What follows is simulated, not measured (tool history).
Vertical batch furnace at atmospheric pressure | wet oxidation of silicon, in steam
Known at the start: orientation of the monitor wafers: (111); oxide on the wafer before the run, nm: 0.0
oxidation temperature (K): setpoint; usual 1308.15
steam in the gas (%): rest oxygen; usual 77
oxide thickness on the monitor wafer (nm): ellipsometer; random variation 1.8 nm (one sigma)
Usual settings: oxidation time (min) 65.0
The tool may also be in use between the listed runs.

| run | hour | oxidation temperature (K) | oxidation time (min) | steam in the gas (%) | read-back reference wafer on the same gauge, thickness | oxide thickness on the monitor wafer (nm) |
|---|---|---|---|---|---|---|
| 1 | 0.0 | 1319.15 | 65.0 | 77 | 527.66 | 525.61 |
| 2 | 102.2 | 1308.15 | 74.0 | 85 | 527.89 | 569.75 |
| 3 | 165.7 | 1308.15 | 74.0 | 85 | 528.08 | 570.12 |
| 4 | 265.6 | 1308.15 | 74.0 | 85 | 528.11 | 566.37 |
| 5 | 338.1 | 1308.15 | 86.0 | 77 | 527.95 | 585.60 |
| 6 | 443.2 | 1308.15 | 86.0 | 77 | 527.95 | 589.86 |
| 7 | 530.9 | 1308.15 | 65.0 | 77 | 528.02 | 500.06 |
| 8 | 572.4 | 1308.15 | 65.0 | 77 | 528.10 | 498.96 |
|  | 597.5 | steam generator serviced |
|  | 611.1 | gauge calibrated |
| 9 | 616.4 | 1308.15 | 65.0 | 77 | 527.84 | 498.15 |
| 10 | 683.0 | 1308.15 | 49.5 | 77 | 528.16 | 424.60 |

The next listed run, before its measurement:
|  | 714.6 | thermocouples replaced and temperature profile calibrated |
| 11 | 745.4 | 1308.15 | 65.0 | 69 | ? | ? |

Run 11 gave read-back reference wafer on the same gauge, thickness 528.43, oxide thickness on the monitor wafer (nm) 467.00.
Without the tool's hidden state the same run would have given oxide thickness on the monitor wafer (nm) 467.00.
